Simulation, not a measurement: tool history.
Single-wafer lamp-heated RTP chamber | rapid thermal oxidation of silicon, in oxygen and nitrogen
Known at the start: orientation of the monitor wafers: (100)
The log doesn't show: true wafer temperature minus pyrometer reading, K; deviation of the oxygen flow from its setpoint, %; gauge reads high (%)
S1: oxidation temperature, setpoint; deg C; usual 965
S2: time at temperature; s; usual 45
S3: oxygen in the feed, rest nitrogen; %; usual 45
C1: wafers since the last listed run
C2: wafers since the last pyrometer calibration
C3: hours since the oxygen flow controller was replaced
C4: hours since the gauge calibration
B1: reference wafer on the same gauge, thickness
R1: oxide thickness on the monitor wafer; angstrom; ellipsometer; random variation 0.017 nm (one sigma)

{"run": 1, "hour": 0.0, "S1": 948, "S2": 45, "S3": 45, "C1": 0, "C2": 3240, "C3": 2149.6, "C4": 930.3, "B1": 2.929, "R1": 32.55}
{"run": 2, "hour": 47.9, "S1": 948, "S2": 45, "S3": 45, "C1": 417, "C2": 3658, "C3": 2197.5, "C4": 978.2, "B1": 2.933, "R1": 32.7}
{"hour": 89.2, "done": "pyrometer window cleaned and pyrometer calibrated"}
{"run": 3, "hour": 89.7, "S1": 948, "S2": 45, "S3": 45, "C1": 294, "C2": 4, "C3": 2239.3, "C4": 1020, "B1": 2.933, "R1": 32.79}
{"run": 4, "hour": 144.8, "S1": 965, "S2": 45, "S3": 45, "C1": 480, "C2": 484, "C3": 2294.4, "C4": 1075.1, "B1": 2.933, "R1": 35.61}
{"run": 5, "hour": 203.2, "S1": 965, "S2": 45, "S3": 45, "C1": 509, "C2": 993, "C3": 2352.8, "C4": 1133.5, "B1": 2.93, "R1": 36.02}
{"run": 6, "hour": 270.5, "S1": 965, "S2": 45, "S3": 45, "C1": 586, "C2": 1580, "C3": 2420.1, "C4": 1200.8, "B1": 2.933, "R1": 35.45}
{"run": 7, "hour": 328.2, "S1": 965, "S2": 40, "S3": 45, "C1": 503, "C2": 2084, "C3": 2477.8, "C4": 1258.5, "B1": 2.93, "R1": 34.48}
{"run": 8, "hour": 374.4, "S1": 965, "S2": 32, "S3": 45, "C1": 402, "C2": 2487, "C3": 2524, "C4": 1304.7, "B1": 2.931, "R1": 32.15}
{"run": 9, "hour": 434.3, "S1": 965, "S2": 32, "S3": 45, "C1": 522, "C2": 3009, "C3": 2583.9, "C4": 1364.6, "B1": 2.942, "R1": 32.09}
{"run": 10, "hour": 498.9, "S1": 965, "S2": 32, "S3": 45, "C1": 563, "C2": 3572, "C3": 2648.5, "C4": 1429.2, "B1": 2.936, "R1": 32.21}
{"run": 11, "hour": 545.3, "S1": 987, "S2": 55, "S3": 45, "C1": 404, "C2": 3977, "C3": 2694.9, "C4": 1475.6, "B1": 2.935, "R1": 44.08}
{"hour": 566.9, "done": "gauge calibrated"}
{"hour": 572.3, "done": "pyrometer window cleaned and pyrometer calibrated"}
{"run": 12, "hour": 608.7, "S1": 987, "S2": 55, "S3": 45, "C1": 483, "C2": 317, "C3": 2758.3, "C4": 41.8, "B1": 2.875, "R1": 43.52}
{"run": 13, "hour": 678.8, "S1": 987, "S2": 55, "S3": 45, "C1": 611, "C2": 929, "C3": 2828.4, "C4": 111.9, "B1": 2.891, "R1": 43.22}
{"run": 14, "hour": 719.8, "S1": 980, "S2": 45, "S3": 51, "C1": 357, "C2": 1286, "C3": 2869.4, "C4": 152.9, "B1": 2.895, "R1": 39.74}
{"run": 15, "hour": 787.2, "S1": 980, "S2": 45, "S3": 51, "C1": 587, "C2": 1874, "C3": 2936.8, "C4": 220.3, "B1": 2.905, "R1": 40.37}
{"run": 16, "hour": 825.5, "S1": 980, "S2": 45, "S3": 51, "C1": 334, "C2": 2208, "C3": 2975.1, "C4": 258.6, "B1": 2.91, "R1": 40.04}
{"run": 17, "hour": 885.6, "S1": 986, "S2": 45, "S3": 45, "C1": 524, "C2": 2732, "C3": 3035.2, "C4": 318.7, "B1": 2.912, "R1": 39.79}
{"hour": 901.0, "done": "oxygen flow controller replaced"}
{"run": 18, "hour": 956.4, "S1": 973, "S2": 39, "S3": 18, "C1": 547, "C2": 3280, "C3": 55.4, "C4": 389.5, "B1": 2.919, "R1": 29.3}
{"run": 19, "hour": 1011.8, "S1": 977, "S2": 55, "S3": 35, "C1": 483, "C2": 3763, "C3": 110.8, "C4": 444.9, "B1": 2.929, "R1": 38.29}
{"hour": 1024.0, "done": "pyrometer window cleaned and pyrometer calibrated"}
{"run": 20, "hour": 1074.6, "S1": 965, "S2": 56, "S3": 45, "C1": 477, "C2": 441, "C3": 173.6, "C4": 507.7, "B1": 2.923, "R1": 38.54}

The next listed run, before its measurement:
{"run": 21, "hour": 1111.8, "S1": 949, "S2": 45, "S3": 45, "C1": 324, "C2": 765, "C3": 210.8, "C4": 544.9, "B1": "?", "R1": "?"}

B1: 2.934
R1: 32.8 angstrom
Without the tool's hidden state the same run would have given R1 32 angstrom.
